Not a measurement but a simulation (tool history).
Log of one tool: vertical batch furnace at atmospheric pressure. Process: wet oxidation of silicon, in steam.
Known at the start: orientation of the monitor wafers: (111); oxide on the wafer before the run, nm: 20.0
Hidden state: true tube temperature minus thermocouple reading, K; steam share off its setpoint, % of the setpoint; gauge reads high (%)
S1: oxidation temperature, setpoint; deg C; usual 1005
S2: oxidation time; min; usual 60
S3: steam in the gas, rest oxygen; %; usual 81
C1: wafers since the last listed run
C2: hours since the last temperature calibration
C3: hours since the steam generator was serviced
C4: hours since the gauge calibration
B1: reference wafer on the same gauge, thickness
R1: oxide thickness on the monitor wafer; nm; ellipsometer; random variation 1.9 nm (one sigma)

| run | hour | S1 | S2 | S3 | C1 | C2 | C3 | C4 | B1 | R1 |
|---|---|---|---|---|---|---|---|---|---|---|
| 1 | 0 | 1005 | 81 | 81 | 0 | 1432.8 | 841.5 | 206.3 | 527.16 | 545.59 |
| 2 | 30.2 | 1005 | 81 | 81 | 298 | 1463 | 871.7 | 236.5 | 526.95 | 547.1 |
| 3 | 56.8 | 1012 | 60 | 81 | 262 | 1489.6 | 898.3 | 263.1 | 526.83 | 469.81 |
| 4 | 91.1 | 1012 | 60 | 81 | 338 | 1523.9 | 932.6 | 297.4 | 526.79 | 466.82 |
| 5 | 114.3 | 1012 | 60 | 81 | 229 | 1547.1 | 955.8 | 320.6 | 527.06 | 468 |
| 6 | 142.5 | 1005 | 45.5 | 81 | 278 | 1575.3 | 984 | 348.8 | 527.4 | 383.49 |
| 7 | 177.3 | 1005 | 45.5 | 81 | 343 | 1610.1 | 1018.8 | 383.6 | 527.27 | 383.78 |
| 8 | 208.9 | 1005 | 60 | 85 | 312 | 1641.7 | 1050.4 | 415.2 | 527.18 | 464.31 |
|  | 254.1 | thermocouples replaced and temperature profile calibrated |
| 9 | 254.6 | 1005 | 60 | 85 | 214 | 0.5 | 1096.1 | 460.9 | 527.12 | 455.52 |
| 10 | 259.6 | 1005 | 60 | 85 | 49 | 5.5 | 1101.1 | 465.9 | 527.44 | 454.69 |
| 11 | 279.4 | 1005 | 60 | 81 | 195 | 25.3 | 1120.9 | 485.7 | 527.13 | 437.49 |
| 12 | 298.2 | 1005 | 60 | 81 | 185 | 44.1 | 1139.7 | 504.5 | 527.1 | 440.05 |
| 13 | 313.8 | 1005 | 60 | 81 | 154 | 59.7 | 1155.3 | 520.1 | 527.01 | 440.87 |
| 14 | 329.5 | 1005 | 60 | 81 | 155 | 75.4 | 1171 | 535.8 | 526.33 | 436.16 |
| 15 | 357.3 | 987 | 31 | 81 | 274 | 103.2 | 1198.8 | 563.6 | 527.11 | 259.5 |
| 16 | 369.7 | 997 | 41.5 | 81 | 122 | 115.6 | 1211.2 | 576 | 526.71 | 335.7 |
|  | 426.6 | steam generator serviced |
| 17 | 427.1 | 1005 | 45.5 | 81 | 329 | 173 | 0.5 | 633.4 | 527.47 | 379.35 |
| 18 | 432.1 | 987 | 35 | 73 | 49 | 178 | 5.5 | 638.4 | 526.9 | 269.15 |
| 19 | 457.9 | 1015 | 60 | 81 | 254 | 203.8 | 31.3 | 664.2 | 527.34 | 474.64 |
| 20 | 487 | 997 | 60 | 81 | 287 | 232.9 | 60.4 | 693.3 | 526.88 | 432.06 |
| 21 | 505.9 | 988 | 60 | 75 | 186 | 251.8 | 79.3 | 712.2 | 527.6 | 390.07 |
| 22 | 528.5 | 1029 | 88.5 | 74 | 223 | 274.4 | 101.9 | 734.8 | 527.29 | 601.11 |
| 23 | 551.8 | 1005 | 71 | 81 | 230 | 297.7 | 125.2 | 758.1 | 526.93 | 501.38 |
| 24 | 567.3 | 1005 | 60 | 81 | 153 | 313.2 | 140.7 | 773.6 | 526.66 | 449.87 |
| 25 | 597 | 985 | 41.5 | 89 | 293 | 342.9 | 170.4 | 803.3 | 527.47 | 338.18 |
| 26 | 616 | 1015 | 74 | 81 | 187 | 361.9 | 189.4 | 822.3 | 527.27 | 539.17 |
| 27 | 646.8 | 1022 | 43 | 81 | 304 | 392.7 | 220.2 | 853.1 | 526.88 | 404.86 |
|  | 697.7 | gauge calibrated |
| 28 | 720.3 | 1005 | 60 | 81 | 725 | 466.2 | 293.7 | 22.6 | 527.08 | 453.42 |
| 29 | 814.3 | 1005 | 60 | 81 | 928 | 560.2 | 387.7 | 116.6 | 527.64 | 450.12 |
| 30 | 840.4 | 1019 | 60 | 81 | 257 | 586.3 | 413.8 | 142.7 | 526.55 | 486.77 |
| 31 | 859.9 | 1005 | 60 | 92 | 192 | 605.8 | 433.3 | 162.2 | 526.7 | 486.34 |
| 32 | 874.3 | 994 | 69.5 | 78 | 142 | 620.2 | 447.7 | 176.6 | 526.89 | 452.08 |
| 33 | 894.1 | 1017 | 60 | 81 | 195 | 640 | 467.5 | 196.4 | 527.74 | 481.53 |
| 34 | 920.4 | 988 | 32 | 72 | 259 | 666.3 | 493.8 | 222.7 | 526.73 | 255.41 |
| 35 | 938.3 | 1005 | 70 | 71 | 176 | 684.2 | 511.7 | 240.6 | 527.47 | 456.26 |
| 36 | 961.5 | 1015 | 74 | 81 | 229 | 707.4 | 534.9 | 263.8 | 526.94 | 536.44 |
| 37 | 977.7 | 1005 | 60 | 81 | 159 | 723.6 | 551.1 | 280 | 527.19 | 451.76 |
| 38 | 1007.7 | 1025 | 86.5 | 71 | 296 | 753.6 | 581.1 | 310 | 527.31 | 572.58 |

How the hidden state differs across the entries between the runs, from the last listed run before each to the first after it:
Between runs 8 and 9: thermocouples replaced and temperature profile calibrated (hour 254.1)
  true tube temperature minus thermocouple reading, K: 5.5 -> 0.39; steam share off its setpoint, % of the setpoint: -3.4 -> -3.53
  measured less the result without the state, R1: +3.83 -> -9.02 nm
Between runs 16 and 17: steam generator serviced (hour 426.6)
  true tube temperature minus thermocouple reading, K: 0.756 -> 0.938; steam share off its setpoint, % of the setpoint: -3.86 -> -0.23
  measured less the result without the state, R1: -6.85 -> +1.49 nm
Between runs 27 and 28: gauge calibrated (hour 697.7)
  true tube temperature minus thermocouple reading, K: 1.63 -> 1.87; steam share off its setpoint, % of the setpoint: -0.858 -> -1.07
  measured less the result without the state, R1: +1.36 -> +1.62 nm
